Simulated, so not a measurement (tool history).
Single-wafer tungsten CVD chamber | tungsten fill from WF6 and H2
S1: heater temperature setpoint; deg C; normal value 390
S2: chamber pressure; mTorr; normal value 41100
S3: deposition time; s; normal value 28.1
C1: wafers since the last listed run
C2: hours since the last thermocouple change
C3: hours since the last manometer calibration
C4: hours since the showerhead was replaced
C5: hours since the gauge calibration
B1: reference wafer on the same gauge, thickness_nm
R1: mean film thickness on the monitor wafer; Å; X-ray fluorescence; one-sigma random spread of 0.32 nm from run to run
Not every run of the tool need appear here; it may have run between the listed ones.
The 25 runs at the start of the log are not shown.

Run 26, hour 270.9: usual settings but S2 50900 mTorr, S3 32.4 s; C1 194; C2 165.2; C3 70.9; C4 147.9; C5 133.6; B1 63.998. Result: R1 908.28 Å.
Run 27, hour 286.0: usual settings; C1 174; C2 180.3; C3 86.0; C4 163.0; C5 148.7; B1 64.029. Result: R1 736.52 Å.
Run 28, hour 297.4: usual settings but S1 377 deg C; C1 131; C2 191.7; C3 97.4; C4 174.4; C5 160.1; B1 63.979. Result: R1 582.52 Å.
Run 29, hour 303.8: usual settings but S1 382 deg C; C1 73; C2 198.1; C3 103.8; C4 180.8; C5 166.5; B1 63.980. Result: R1 639.97 Å.
Run 30, hour 321.5: usual settings but S2 47500 mTorr; C1 204; C2 215.8; C3 121.5; C4 198.5; C5 184.2; B1 63.958. Result: R1 765.01 Å.
Run 31, hour 337.9: usual settings but S1 405 deg C, S2 46600 mTorr, S3 23.5 s; C1 189; C2 232.2; C3 137.9; C4 214.9; C5 200.6; B1 64.013. Result: R1 812.26 Å.
Run 32, hour 344.9: usual settings but S1 383 deg C, S2 34600 mTorr, S3 30.5 s; C1 80; C2 239.2; C3 144.9; C4 221.9; C5 207.6; B1 64.026. Result: R1 675.95 Å.
Run 33, hour 359.8: usual settings but S1 376 deg C, S2 32200 mTorr, S3 33.0 s; C1 172; C2 254.1; C3 159.8; C4 236.8; C5 222.5; B1 64.016. Result: R1 628.36 Å.
Run 34, hour 366.2: usual settings but S2 48400 mTorr; C1 73; C2 260.5; C3 166.2; C4 243.2; C5 228.9; B1 64.047. Result: R1 767.88 Å.

Below are 4 alternative next runs, each starting from the tool's condition after run 34. Predict each:
Run A, hour 366.6: usual settings; C1 4; C2 260.9; C3 166.6; C4 243.6; C5 229.3; B1 ?. Result: R1 ?.
Run B, hour 366.6: usual settings but S1 402 deg C, S2 33600 mTorr, S3 24.6 s; C1 4; C2 260.9; C3 166.6; C4 243.6; C5 229.3; B1 ?. Result: R1 ?.
Run C, hour 366.6: usual settings but S1 400 deg C; C1 4; C2 260.9; C3 166.6; C4 243.6; C5 229.3; B1 ?. Result: R1 ?.
Run D, hour 366.6: usual settings but S1 401 deg C, S2 34800 mTorr; C1 4; C2 260.9; C3 166.6; C4 243.6; C5 229.3; B1 ?. Result: R1 ?.

run      B1      R1
  A  63.965  728.17
  B  63.965  742.06
  C  63.965  861.71
  D  63.965  841.15
With the hidden condition removed and each run's random variation left untouched, the same runs would have given:
run      R1
  A  767.57
  B  779.73
  C  906.03
  D  884.30

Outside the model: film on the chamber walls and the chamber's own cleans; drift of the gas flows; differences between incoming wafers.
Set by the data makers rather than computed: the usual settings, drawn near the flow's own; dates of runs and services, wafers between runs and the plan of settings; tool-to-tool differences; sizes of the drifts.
